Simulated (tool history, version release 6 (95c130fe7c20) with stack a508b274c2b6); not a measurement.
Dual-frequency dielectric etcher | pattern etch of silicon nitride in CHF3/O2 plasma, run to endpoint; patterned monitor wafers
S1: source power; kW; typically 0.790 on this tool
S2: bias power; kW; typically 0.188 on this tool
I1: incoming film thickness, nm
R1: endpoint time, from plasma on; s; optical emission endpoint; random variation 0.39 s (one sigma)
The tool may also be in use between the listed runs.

run,hour,S1,S2,I1,R1
1,0.0,0.790,0.188,87.0,59.5
2,25.9,0.790,0.188,87.2,59.5
3,52.2,0.790,0.188,87.0,59.0
4,76.5,0.680,0.188,86.5,62.6
5,95.5,0.680,0.188,87.6,64.2
6,115.0,0.790,0.188,87.0,58.9
7,146.8,0.790,0.188,87.3,59.6
8,176.9,0.790,0.188,87.4,59.9
9,212.2,0.790,0.188,87.8,61.2
10,244.9,0.790,0.188,87.0,60.1
11,261.0,0.790,0.224,88.0,58.2
12,274.1,0.790,0.224,87.6,58.3
# hour 312.3: upper electrode replaced
13,312.8,0.790,0.224,86.4,56.9
14,316.4,0.790,0.188,87.3,60.5
# hour 351.3: bias power generator calibrated
15,351.8,0.920,0.158,87.0,60.2
16,382.1,0.650,0.188,87.4,64.9
# hour 413.8: wet clean of the chamber
17,414.3,0.730,0.148,86.4,64.3
# hour 438.3: source power generator calibrated
18,443.1,0.930,0.188,87.3,55.6
19,476.5,0.790,0.188,86.0,58.1
20,513.2,0.660,0.161,87.6,66.0
21,546.4,0.930,0.173,87.3,57.6
22,581.1,0.790,0.188,87.2,59.1
23,616.1,0.680,0.158,87.8,65.9
24,632.5,0.870,0.167,86.9,58.9
25,654.4,0.640,0.228,87.1,60.9
26,669.8,0.790,0.165,87.4,61.6

Selected run-to-run steps in R1, each split into two signed amounts: the part the tool would show with no hidden state at all (from settings, incoming material and random variation), and the remainder, which goes to the hidden state together with any gauge scatter not common to the measured and the hidden-state-free results:
Hidden conditions of the tool in this case: etch rate over this chamber's usual, %; source power that arrives over what is set, %; bias power that arrives over what is set, %.
Run 4 -> 5: no setting touched and nothing written in the log between the runs. R1 +1.6 s: hidden state +0.2, all else +1.4.
Run 16 -> 17: S1 0.650 -> 0.730, S2 0.188 -> 0.148, wet clean of the chamber. R1 -0.6 s: hidden state -1.9, all else +1.3.
Run 17 -> 18: S1 0.730 -> 0.930, S2 0.148 -> 0.188, source power generator calibrated. R1 -8.7 s: hidden state +0.1, all else -8.8.
Run 20 -> 21: S1 0.660 -> 0.930, S2 0.161 -> 0.173. R1 -8.4 s: hidden state +0.0, all else -8.4.
